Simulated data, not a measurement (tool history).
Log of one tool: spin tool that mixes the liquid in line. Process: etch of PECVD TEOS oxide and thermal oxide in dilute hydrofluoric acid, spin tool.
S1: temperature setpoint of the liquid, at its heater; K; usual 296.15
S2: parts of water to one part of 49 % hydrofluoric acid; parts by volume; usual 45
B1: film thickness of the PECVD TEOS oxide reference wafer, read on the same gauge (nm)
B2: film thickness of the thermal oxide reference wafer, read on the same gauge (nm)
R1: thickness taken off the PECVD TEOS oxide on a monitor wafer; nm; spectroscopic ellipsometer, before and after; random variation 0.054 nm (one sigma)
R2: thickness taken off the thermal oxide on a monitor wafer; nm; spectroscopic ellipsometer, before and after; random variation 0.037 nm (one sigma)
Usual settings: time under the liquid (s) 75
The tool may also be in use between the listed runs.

run 1 hour=0.0 | S1=296.15 S2=45 time_under_the_liquid_(s)=75 | B1=49.99 B2=109.97 | R1=34.36 R2=9.40
run 2 hour=6.7 | S1=296.15 S2=45 time_under_the_liquid_(s)=75 | B1=50.01 B2=109.97 | R1=34.37 R2=9.31
run 3 hour=16.5 | S1=296.15 S2=45 time_under_the_liquid_(s)=75 | B1=50.02 B2=109.97 | R1=34.40 R2=9.41
run 4 hour=32.1 | S1=296.15 S2=45 time_under_the_liquid_(s)=75 | B1=50.00 B2=109.97 | R1=34.42 R2=9.48
run 5 hour=44.4 | S1=296.15 S2=45 time_under_the_liquid_(s)=75 | B1=49.98 B2=110.03 | R1=34.45 R2=9.42
-- hour=54.0 thermometer replaced
run 6 hour=62.2 | S1=296.15 S2=45 time_under_the_liquid_(s)=75 | B1=49.99 B2=110.04 | R1=31.16 R2=8.52
run 7 hour=68.7 | S1=296.15 S2=45 time_under_the_liquid_(s)=75 | B1=50.00 B2=110.03 | R1=31.20 R2=8.51
run 8 hour=85.5 | S1=296.15 S2=50 time_under_the_liquid_(s)=55 | B1=50.00 B2=110.02 | R1=20.45 R2=5.64
-- hour=89.0 gauge calibrated
-- hour=94.3 hydrofluoric acid flow meter replaced
run 9 hour=97.2 | S1=296.15 S2=45 time_under_the_liquid_(s)=75 | B1=50.00 B2=110.02 | R1=27.80 R2=7.57
run 10 hour=109.6 | S1=296.15 S2=45 time_under_the_liquid_(s)=75 | B1=49.99 B2=109.99 | R1=27.97 R2=7.64
run 11 hour=126.0 | S1=292.65 S2=30 time_under_the_liquid_(s)=40 | B1=49.99 B2=109.97 | R1=19.68 R2=5.41
run 12 hour=135.4 | S1=296.15 S2=65 time_under_the_liquid_(s)=90 | B1=49.99 B2=110.07 | R1=22.71 R2=6.22
run 13 hour=150.6 | S1=293.65 S2=55 time_under_the_liquid_(s)=105 | B1=50.01 B2=109.95 | R1=28.62 R2=7.89
run 14 hour=165.7 | S1=291.65 S2=45 time_under_the_liquid_(s)=75 | B1=50.02 B2=109.96 | R1=23.35 R2=6.38
run 15 hour=177.3 | S1=296.15 S2=45 time_under_the_liquid_(s)=95 | B1=50.01 B2=110.05 | R1=35.69 R2=9.72

Hidden state or all else? Some run-to-run changes of R1, split into what the settings, what came in and random variation would give without the hidden state, and what is left for the hidden state (with any gauge scatter that isn't in both results):
The hidden state here: liquid hotter than its thermometer reads (K); hydrofluoric acid flow above the setpoint (%); gauge reads high (%).
Run 5 -> 6: thermometer replaced. R1 -3.29 nm: hidden state -3.33, all else +0.04.
Run 14 -> 15: S1 291.65 -> 296.15, time under the liquid (s) 75 -> 95. R1 +12.34 nm: hidden state +0.49, all else +11.85.

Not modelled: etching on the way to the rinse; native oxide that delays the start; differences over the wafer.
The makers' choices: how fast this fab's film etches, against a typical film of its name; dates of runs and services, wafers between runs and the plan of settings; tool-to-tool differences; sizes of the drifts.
